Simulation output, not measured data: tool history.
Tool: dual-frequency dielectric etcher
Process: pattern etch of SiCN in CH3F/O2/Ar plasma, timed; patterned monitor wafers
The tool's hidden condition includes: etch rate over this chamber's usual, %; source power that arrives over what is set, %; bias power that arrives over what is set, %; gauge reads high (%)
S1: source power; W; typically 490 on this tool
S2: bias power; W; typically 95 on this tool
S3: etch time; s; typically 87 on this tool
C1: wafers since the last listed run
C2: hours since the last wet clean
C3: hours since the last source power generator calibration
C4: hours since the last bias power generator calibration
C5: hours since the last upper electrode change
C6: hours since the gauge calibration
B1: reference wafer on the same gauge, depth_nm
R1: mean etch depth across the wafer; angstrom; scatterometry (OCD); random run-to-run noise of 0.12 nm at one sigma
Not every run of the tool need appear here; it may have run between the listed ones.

run     day   S1   S2    S3    C1     C2      C3      C4      C5      C6     B1     R1
  1       0  450   95    87     0  115.8  3589.8  1881.7  5650.8   808.9  36.49  372.6
  2   7.129  450   95    87   940  286.9  3760.9  2052.8  5821.9     980   36.5  370.2
  3  11.096  490   95    87   523  382.1  3856.1    2148  5917.1  1075.2  36.51  376.7
  4  13.162  490   95    87   272  431.7  3905.7  2197.6  5966.7  1124.8  36.51    376
  5  14.792  490   95    87   214  470.8  3944.8  2236.7  6005.8  1163.9   36.5  375.1
  6  17.483  490  108    87   354  535.4  4009.4  2301.3  6070.4  1228.5  36.48  398.6
  7  19.142  490  108    87   218  575.2  4049.2  2341.1  6110.2  1268.3   36.5  398.6
     20.258  -- wet clean of the chamber
  8  21.133  490   95    87   130     21    4097  2388.9    6158  1316.1   36.5  365.1
  9  22.992  490   95    87   245   65.6  4141.6  2433.5  6202.6  1360.7  36.52  360.5
 10  24.717  490   95    87   227    107    4183  2474.9    6244  1402.1  36.48  363.9
 11  25.746  490   95    87   135  131.7  4207.7  2499.6  6268.7  1426.8  36.54  362.7
     27.154  -- bias power generator calibrated
 12  27.371  490   95    87   192  170.7  4246.7     5.2  6307.7  1465.8  36.53    362
 13  28.475  540   86  94.5   145  197.2  4273.2    31.7  6334.2  1492.3  36.48  382.2
     29.117  -- source power generator calibrated
 14  29.942  600  115   110   171  232.4    19.8    66.9  6369.4  1527.5  36.54  533.5
     31.892  -- wet clean of the chamber, repeated, since the last time left the tool worse
 15  31.912  490  108    87   128    0.5    67.1   114.2  6416.7  1574.8  36.54  408.3
 16  32.267  490   79    87    46      9    75.6   122.7  6425.2  1583.3  36.49  347.8
     32.596  -- gauge calibrated
 17   33.45  490   95    87   156   37.4     104   151.1  6453.6    20.5  36.47  382.3
     35.292  -- upper electrode replaced
 18   35.85  590  111   112   184     95   161.6   208.7    13.4    78.1   36.5  558.3
 19  38.642  570   88  62.5   368    162   228.6   275.7    80.4   145.1  36.53  274.7
 20  41.125  530  113   112   327  221.6   288.2   335.3     140   204.7  36.52  546.3
 21  49.408  570   88  62.5  1092  420.4     487   534.1   338.8   403.5  36.47  270.5
     52.038  -- wet clean of the chamber
 22  52.058  380   95    87   217    0.5   550.6   597.7   402.4   467.1  36.48  360.4
 23  53.642  490  102    87   208   38.5   588.6   635.7   440.4   505.1  36.49  397.9
 24  56.529  490   95    87   380  107.8   657.9     705   509.7   574.4  36.52  380.6
 25  58.121  600  115   110   209    146   696.1   743.2   547.9   612.6  36.46  559.8

3 ways to go on from here, each from the tool as it stands after run 25. What would each give?
  A  58.138  490   95     79   2  146.4  696.5  743.6  548.3  613   ?   ?
  B  58.138  490  112     87   2  146.4  696.5  743.6  548.3  613   ?   ?
  C  58.138  490   95  107.5   2  146.4  696.5  743.6  548.3  613   ?   ?

run     B1     R1
  A  36.54  345.2
  B  36.54  413.6
  C  36.54  469.7
With no hidden state in the tool, these same runs would have given:
run     R1
  A  346.2
  B  414.8
  C    471
